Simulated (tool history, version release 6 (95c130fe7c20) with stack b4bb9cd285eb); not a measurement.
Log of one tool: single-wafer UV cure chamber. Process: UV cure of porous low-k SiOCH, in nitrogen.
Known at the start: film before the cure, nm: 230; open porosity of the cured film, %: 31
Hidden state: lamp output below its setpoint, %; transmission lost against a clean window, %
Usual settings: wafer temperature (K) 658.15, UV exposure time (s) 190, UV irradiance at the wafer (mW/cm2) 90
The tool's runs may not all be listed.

| run | day | wafer temperature (K) | UV exposure time (s) | UV irradiance at the wafer (mW/cm2) | wafers since the last listed run | hours since the UV bulbs were replaced | wafers since the quartz window was cleaned | loss of film thickness in the cure (%) |
|---|---|---|---|---|---|---|---|---|
| 1 | 0.000 | 653.15 | 190 | 90 | 0 | 1829.1 | 658 | 11.605 |
| 2 | 2.079 | 653.15 | 190 | 90 | 237 | 1879.0 | 896 | 11.717 |
| 3 | 4.117 | 653.15 | 190 | 90 | 232 | 1927.9 | 1129 | 11.805 |
| 4 | 6.638 | 658.15 | 190 | 90 | 287 | 1988.4 | 1417 | 11.703 |
| 5 | 10.788 | 658.15 | 190 | 90 | 474 | 2088.0 | 1891 | 11.664 |
| 6 | 13.208 | 646.15 | 190 | 90 | 276 | 2146.1 | 2167 | 10.913 |
| 7 | 16.521 | 658.15 | 255 | 90 | 378 | 2225.6 | 2545 | 12.708 |
| 8 | 20.008 | 642.15 | 190 | 90 | 398 | 2309.3 | 2944 | 10.790 |
| 9 | 22.783 | 642.15 | 190 | 90 | 316 | 2375.9 | 3261 | 10.632 |
| 10 | 24.871 | 642.15 | 190 | 90 | 238 | 2426.0 | 3499 | 10.411 |
| 11 | 26.842 | 658.15 | 190 | 90 | 225 | 2473.3 | 3724 | 10.580 |
|  | 28.346 | quartz window cleaned |
| 12 | 29.075 | 658.15 | 250 | 64 | 217 | 2526.9 | 83 | 11.398 |
| 13 | 32.988 | 658.15 | 190 | 90 | 446 | 2620.8 | 530 | 11.736 |
| 14 | 35.004 | 658.15 | 190 | 90 | 230 | 2669.2 | 760 | 11.589 |
| 15 | 39.425 | 658.15 | 190 | 90 | 504 | 2775.3 | 1265 | 11.658 |
|  | 40.292 | UV bulbs replaced |
| 16 | 43.767 | 658.15 | 190 | 90 | 457 | 83.4 | 1723 | 12.699 |
| 17 | 45.633 | 658.15 | 190 | 81 | 213 | 128.2 | 1936 | 12.104 |
| 18 | 47.254 | 658.15 | 190 | 90 | 185 | 167.1 | 2121 | 12.532 |
| 19 | 48.958 | 658.15 | 190 | 90 | 194 | 208.0 | 2316 | 12.395 |
| 20 | 52.142 | 658.15 | 190 | 90 | 363 | 284.4 | 2679 | 12.241 |
| 21 | 55.633 | 643.15 | 120 | 77 | 398 | 368.2 | 3078 | 8.630 |
| 22 | 59.796 | 650.15 | 80 | 106 | 475 | 468.1 | 3554 | 7.862 |
| 23 | 61.562 | 665.15 | 110 | 52 | 201 | 510.5 | 3756 | 6.269 |
|  | 62.450 | quartz window cleaned |
| 24 | 75.062 | 642.15 | 220 | 120 | 1503 | 834.5 | 1440 | 14.033 |
| 25 | 78.908 | 658.15 | 190 | 90 | 439 | 926.8 | 1879 | 11.955 |
| 26 | 81.908 | 658.15 | 190 | 90 | 342 | 998.8 | 2222 | 11.763 |
| 27 | 84.450 | 658.15 | 190 | 81 | 290 | 1059.8 | 2512 | 10.962 |
| 28 | 86.833 | 658.15 | 190 | 104 | 272 | 1117.0 | 2785 | 12.395 |
| 29 | 91.129 | 666.15 | 190 | 90 | 490 | 1220.1 | 3275 | 11.214 |
|  | 93.892 | quartz window cleaned |
| 30 | 94.454 | 678.15 | 90 | 67 | 341 | 1299.9 | 64 | 7.141 |
| 31 | 97.850 | 663.15 | 95 | 73 | 387 | 1381.4 | 452 | 7.375 |
| 32 | 100.500 | 658.15 | 190 | 90 | 302 | 1445.0 | 754 | 11.613 |
| 33 | 103.654 | 658.15 | 190 | 90 | 360 | 1520.7 | 1115 | 11.553 |
| 34 | 105.842 | 651.15 | 255 | 106 | 249 | 1573.2 | 1365 | 13.974 |
| 35 | 107.450 | 639.15 | 110 | 90 | 183 | 1611.8 | 1548 | 8.497 |
| 36 | 109.158 | 670.15 | 190 | 66 | 195 | 1652.8 | 1743 | 10.217 |
| 37 | 113.517 | 658.15 | 190 | 90 | 497 | 1757.4 | 2241 | 11.280 |
| 38 | 115.050 | 658.15 | 190 | 90 | 175 | 1794.2 | 2416 | 11.072 |
| 39 | 118.242 | 658.15 | 190 | 90 | 364 | 1870.8 | 2781 | 10.962 |
| 40 | 122.504 | 645.15 | 260 | 118 | 486 | 1973.1 | 3268 | 13.451 |
| 41 | 124.312 | 658.15 | 190 | 109 | 206 | 2016.5 | 3474 | 11.618 |

5 ways to go on from here, each from the tool as it stands after run 41. What would each give?
| A | 124.333 | 658.15 | 190 | 90 | 2 | 2017.0 | 3477 | ? |
| B | 124.333 | 667.15 | 225 | 71 | 2 | 2017.0 | 3477 | ? |
| C | 124.333 | 670.15 | 190 | 78 | 2 | 2017.0 | 3477 | ? |
| D | 124.333 | 651.15 | 145 | 121 | 2 | 2017.0 | 3477 | ? |
| E | 124.333 | 658.15 | 300 | 113 | 2 | 2017.0 | 3477 | ? |

| run | loss of film thickness in the cure (%) |
|---|---|
| A | 10.663 |
| B | 10.502 |
| C | 10.188 |
| D | 10.649 |
| E | 14.149 |
Without the tool's hidden state the same runs would have given:
| run | loss of film thickness in the cure (%) |
|---|---|
| A | 13.015 |
| B | 12.849 |
| C | 12.525 |
| D | 13.001 |
| E | 16.640 |
